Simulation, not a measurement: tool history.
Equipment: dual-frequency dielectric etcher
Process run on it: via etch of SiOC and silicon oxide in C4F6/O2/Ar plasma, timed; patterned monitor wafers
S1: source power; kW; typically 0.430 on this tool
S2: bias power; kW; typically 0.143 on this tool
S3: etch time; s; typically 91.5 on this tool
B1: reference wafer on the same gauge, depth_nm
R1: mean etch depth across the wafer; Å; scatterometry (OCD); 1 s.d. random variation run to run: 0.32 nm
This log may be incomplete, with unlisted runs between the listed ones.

run 1 hour=0.0 | S1=0.430 S2=0.143 S3=91.5 | B1=93.2 | R1=1048
run 2 hour=32.1 | S1=0.430 S2=0.143 S3=91.5 | B1=93.1 | R1=1045
run 3 hour=62.8 | S1=0.430 S2=0.143 S3=91.5 | B1=93.0 | R1=1041
run 4 hour=80.3 | S1=0.430 S2=0.143 S3=91.5 | B1=92.9 | R1=1039
run 5 hour=93.1 | S1=0.430 S2=0.143 S3=91.5 | B1=93.0 | R1=1041
run 6 hour=126.4 | S1=0.470 S2=0.143 S3=91.5 | B1=93.1 | R1=1094
run 7 hour=146.0 | S1=0.520 S2=0.143 S3=98.5 | B1=93.1 | R1=1253
-- hour=174.5 upper electrode replaced, of another model than before
run 8 hour=175.0 | S1=0.430 S2=0.129 S3=91.5 | B1=93.1 | R1=1018
run 9 hour=187.4 | S1=0.470 S2=0.162 S3=65.5 | B1=92.9 | R1=788
run 10 hour=222.0 | S1=0.430 S2=0.143 S3=91.5 | B1=93.0 | R1=1031
run 11 hour=253.8 | S1=0.490 S2=0.178 S3=75.5 | B1=93.2 | R1=929
run 12 hour=266.4 | S1=0.430 S2=0.143 S3=118.0 | B1=93.1 | R1=1325
run 13 hour=282.7 | S1=0.430 S2=0.143 S3=91.5 | B1=93.0 | R1=1031
run 14 hour=308.7 | S1=0.430 S2=0.143 S3=105.0 | B1=93.1 | R1=1178
-- hour=321.7 source power generator calibrated
run 15 hour=338.6 | S1=0.430 S2=0.133 S3=91.5 | B1=93.2 | R1=1022
-- hour=380.2 bias power generator calibrated
-- hour=387.8 wet clean of the chamber
run 16 hour=388.3 | S1=0.430 S2=0.143 S3=91.5 | B1=93.0 | R1=1053
run 17 hour=388.7 | S1=0.520 S2=0.116 S3=74.0 | B1=92.9 | R1=891
run 18 hour=391.4 | S1=0.430 S2=0.143 S3=91.5 | B1=93.0 | R1=1053
run 19 hour=419.8 | S1=0.510 S2=0.143 S3=112.0 | B1=92.9 | R1=1376
run 20 hour=445.4 | S1=0.400 S2=0.143 S3=91.5 | B1=93.0 | R1=1020
-- hour=516.2 gauge calibrated
run 21 hour=529.5 | S1=0.510 S2=0.155 S3=91.5 | B1=93.0 | R1=1129
run 22 hour=546.1 | S1=0.340 S2=0.143 S3=84.0 | B1=93.0 | R1=878
run 23 hour=571.1 | S1=0.530 S2=0.114 S3=72.5 | B1=93.0 | R1=869
run 24 hour=589.1 | S1=0.370 S2=0.118 S3=112.0 | B1=93.0 | R1=1164
run 25 hour=605.7 | S1=0.430 S2=0.143 S3=91.5 | B1=92.8 | R1=1041
run 26 hour=626.5 | S1=0.430 S2=0.129 S3=79.0 | B1=93.0 | R1=888
run 27 hour=646.3 | S1=0.430 S2=0.143 S3=91.5 | B1=93.0 | R1=1038
run 28 hour=668.4 | S1=0.430 S2=0.162 S3=91.5 | B1=93.1 | R1=1051
-- hour=727.5 wet clean of the chamber
run 29 hour=768.7 | S1=0.430 S2=0.171 S3=106.0 | B1=93.1 | R1=1247
run 30 hour=785.5 | S1=0.430 S2=0.143 S3=91.5 | B1=93.0 | R1=1047

4 options for the next run, each taken on its own from the tool as it stands now. Forecast them:
run A hour=785.9 | S1=0.430 S2=0.124 S3=91.5 | B1=? | R1=?
run B hour=785.9 | S1=0.350 S2=0.143 S3=91.5 | B1=? | R1=?
run C hour=785.9 | S1=0.530 S2=0.143 S3=66.0 | B1=? | R1=?
run D hour=785.9 | S1=0.320 S2=0.109 S3=73.5 | B1=? | R1=?

run=A B1=92.9 R1=1019
run=B B1=92.9 R1=960
run=C B1=92.9 R1=815
run=D B1=92.9 R1=716
Without the tool's unlogged condition, the same runs would have read:
run=A R1=1024
run=B R1=965
run=C R1=819
run=D R1=720
